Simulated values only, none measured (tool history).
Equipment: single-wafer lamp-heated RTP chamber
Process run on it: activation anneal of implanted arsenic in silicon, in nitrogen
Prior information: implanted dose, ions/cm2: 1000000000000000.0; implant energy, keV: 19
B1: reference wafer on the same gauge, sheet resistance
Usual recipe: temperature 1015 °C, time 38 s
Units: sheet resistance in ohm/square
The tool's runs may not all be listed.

run 1 day=0.000 | temperature=1015 time=38 | B1=139.16 | sheet_resistance=129.48
run 2 day=0.696 | temperature=1015 time=38 | B1=138.96 | sheet_resistance=129.61
run 3 day=1.046 | temperature=996 time=38 | B1=138.92 | sheet_resistance=137.03
run 4 day=1.638 | temperature=996 time=38 | B1=139.05 | sheet_resistance=135.21
run 5 day=2.350 | temperature=1024 time=38 | B1=139.11 | sheet_resistance=127.74
run 6 day=2.896 | temperature=1024 time=38 | B1=138.88 | sheet_resistance=127.47
run 7 day=3.242 | temperature=1015 time=43 | B1=138.95 | sheet_resistance=127.63
run 8 day=3.700 | temperature=1015 time=38 | B1=138.99 | sheet_resistance=128.97
run 9 day=5.571 | temperature=1015 time=38 | B1=139.11 | sheet_resistance=129.47
run 10 day=6.188 | temperature=1015 time=38 | B1=139.02 | sheet_resistance=128.37
run 11 day=6.488 | temperature=1015 time=38 | B1=139.09 | sheet_resistance=128.60
run 12 day=7.071 | temperature=1015 time=38 | B1=139.19 | sheet_resistance=129.57
run 13 day=7.375 | temperature=1030 time=43 | B1=139.13 | sheet_resistance=123.35
run 14 day=7.742 | temperature=1015 time=38 | B1=138.92 | sheet_resistance=128.11
run 15 day=8.342 | temperature=1015 time=51 | B1=139.05 | sheet_resistance=124.78
run 16 day=8.638 | temperature=1015 time=51 | B1=138.95 | sheet_resistance=125.78
run 17 day=9.096 | temperature=1015 time=51 | B1=139.04 | sheet_resistance=125.07
run 18 day=9.808 | temperature=1015 time=38 | B1=138.78 | sheet_resistance=127.44
run 19 day=10.112 | temperature=1015 time=38 | B1=139.06 | sheet_resistance=128.59
-- day=11.938 gauge calibrated
-- day=11.950 pyrometer window cleaned and pyrometer calibrated
run 20 day=11.971 | temperature=1015 time=38 | B1=139.20 | sheet_resistance=130.74
run 21 day=12.158 | temperature=1006 time=26 | B1=138.96 | sheet_resistance=138.06
-- day=12.767 reflector plate cleaned
run 22 day=12.788 | temperature=987 time=27 | B1=139.04 | sheet_resistance=144.74
run 23 day=12.904 | temperature=1043 time=38 | B1=138.91 | sheet_resistance=123.72
run 24 day=13.567 | temperature=1029 time=56 | B1=139.02 | sheet_resistance=122.85
run 25 day=14.038 | temperature=988 time=21 | B1=139.09 | sheet_resistance=148.12
run 26 day=14.754 | temperature=999 time=31 | B1=138.76 | sheet_resistance=138.44
run 27 day=15.458 | temperature=1023 time=51 | B1=139.04 | sheet_resistance=124.68
run 28 day=16.167 | temperature=1015 time=38 | B1=139.13 | sheet_resistance=129.40
run 29 day=16.454 | temperature=1037 time=38 | B1=138.95 | sheet_resistance=124.94
run 30 day=16.825 | temperature=987 time=49 | B1=138.95 | sheet_resistance=136.87
run 31 day=17.246 | temperature=997 time=25 | B1=139.14 | sheet_resistance=141.60
run 32 day=17.517 | temperature=1015 time=38 | B1=139.07 | sheet_resistance=129.88
run 33 day=17.796 | temperature=1039 time=25 | B1=138.96 | sheet_resistance=128.68
run 34 day=18.479 | temperature=1015 time=52 | B1=138.98 | sheet_resistance=126.06
run 35 day=18.854 | temperature=1015 time=38 | B1=138.99 | sheet_resistance=129.98
run 36 day=20.075 | temperature=1015 time=19 | B1=139.18 | sheet_resistance=138.66
run 37 day=20.758 | temperature=1024 time=24 | B1=138.86 | sheet_resistance=131.87
run 38 day=21.492 | temperature=1001 time=38 | B1=139.05 | sheet_resistance=133.81

Forecast each of these 3 alternatives for the next run:
run A day=21.508 | temperature=1015 time=56 | B1=? | sheet_resistance=?
run B day=21.508 | temperature=999 time=59 | B1=? | sheet_resistance=?
run C day=21.508 | temperature=987 time=45 | B1=? | sheet_resistance=?

run=A B1=138.88 sheet_resistance=125.16
run=B B1=138.88 sheet_resistance=128.95
run=C B1=138.88 sheet_resistance=136.65
Had the tool no hidden state, the same runs would have come out as:
run=A sheet_resistance=127.22
run=B sheet_resistance=131.37
run=C sheet_resistance=139.69
